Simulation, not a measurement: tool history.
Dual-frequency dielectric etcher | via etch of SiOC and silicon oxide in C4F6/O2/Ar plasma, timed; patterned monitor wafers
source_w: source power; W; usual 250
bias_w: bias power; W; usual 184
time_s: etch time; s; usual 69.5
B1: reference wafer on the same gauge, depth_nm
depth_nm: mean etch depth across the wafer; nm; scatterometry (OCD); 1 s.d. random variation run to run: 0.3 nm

Run 1, hour 0: usual settings but time_s 83.5 s; B1 62.7. Result: depth_nm 72.9 nm.
Run 2, hour 46.5: usual settings but time_s 83.5 s; B1 62.6. Result: depth_nm 72.6 nm.
At hour 118.7: wet clean of the chamber.
At hour 120.8: gauge calibrated.
Run 3, hour 175.3: usual settings but time_s 83.5 s; B1 62.7. Result: depth_nm 71 nm.
Run 4, hour 213.5: usual settings but time_s 74.5 s; B1 62.8. Result: depth_nm 63.2 nm.
Run 5, hour 244.6: usual settings but time_s 74.5 s; B1 62.6. Result: depth_nm 63.7 nm.
Run 6, hour 309.8: usual settings; B1 62.8. Result: depth_nm 59.5 nm.
Run 7, hour 378.9: usual settings but time_s 59.5 s; B1 62.7. Result: depth_nm 51.1 nm.
Run 8, hour 438.3: usual settings but time_s 59.5 s; B1 62.7. Result: depth_nm 50.9 nm.
Run 9, hour 492.3: usual settings; B1 62.8. Result: depth_nm 60.1 nm.
Run 10, hour 527.6: usual settings; B1 62.7. Result: depth_nm 59.7 nm.
Run 11, hour 582.9: usual settings; B1 62.6. Result: depth_nm 59.6 nm.
At hour 591.2: bias power generator calibrated.
At hour 636.3: wet clean of the chamber.
At hour 655.7: upper electrode replaced.
Run 12, hour 656.2: usual settings; B1 62.7. Result: depth_nm 58.7 nm.
Run 13, hour 656.6: usual settings; B1 62.8. Result: depth_nm 59.1 nm.
Run 14, hour 746.4: usual settings but source_w 210 W, time_s 75.5 s; B1 62.7. Result: depth_nm 61.4 nm.
Run 15, hour 795: usual settings; B1 62.7. Result: depth_nm 59.1 nm.
Run 16, hour 845.8: usual settings but source_w 230 W, bias_w 224 W, time_s 88.5 s; B1 62.7. Result: depth_nm 80.1 nm.
At hour 873.7: source power generator calibrated.
Run 17, hour 896: usual settings but time_s 75.5 s; B1 62.7. Result: depth_nm 64.8 nm.
Run 18, hour 938.2: usual settings but time_s 74.5 s; B1 62.8. Result: depth_nm 63.8 nm.
Run 19, hour 963.6: usual settings but source_w 230 W, time_s 88.5 s; B1 62.7. Result: depth_nm 74.1 nm.
Run 20, hour 988.4: usual settings; B1 62.8. Result: depth_nm 59.8 nm.
Run 21, hour 1055.9: usual settings but source_w 200 W, bias_w 211 W, time_s 83.5 s; B1 62.8. Result: depth_nm 71.6 nm.
At hour 1065.2: gauge calibrated.
Run 22, hour 1106.5: usual settings; B1 62.8. Result: depth_nm 60 nm.
Run 23, hour 1148.3: usual settings but source_w 310 W, bias_w 202 W, time_s 90 s; B1 62.7. Result: depth_nm 86.3 nm.
Run 24, hour 1196.5: usual settings but source_w 300 W, bias_w 154 W, time_s 58 s; B1 62.6. Result: depth_nm 48.5 nm.
Run 25, hour 1237.9: usual settings but bias_w 224 W; B1 62.6. Result: depth_nm 65.6 nm.
At hour 1275.3: wet clean of the chamber.
Run 26, hour 1286: usual settings; B1 62.6. Result: depth_nm 58.6 nm.
Run 27, hour 1338.7: usual settings but bias_w 140 W; B1 62.9. Result: depth_nm 52.2 nm.

Predict each of these 3 candidate next runs independently; none follows another, all start after run 27:
Run A, hour 1339.1: usual settings; B1 ?. Result: depth_nm ?.
Run B, hour 1339.1: usual settings but source_w 290 W; B1 ?. Result: depth_nm ?.
Run C, hour 1339.1: usual settings but bias_w 197 W, time_s 51.5 s; B1 ?. Result: depth_nm ?.

run    B1  depth_nm
  A  62.7      59.3
  B  62.7      61.8
  C  62.7      45.3
Take away the tool's hidden state, keep each run's random variation, and the runs would have read:
run  depth_nm
  A      59.1
  B      61.5
  C      45.1
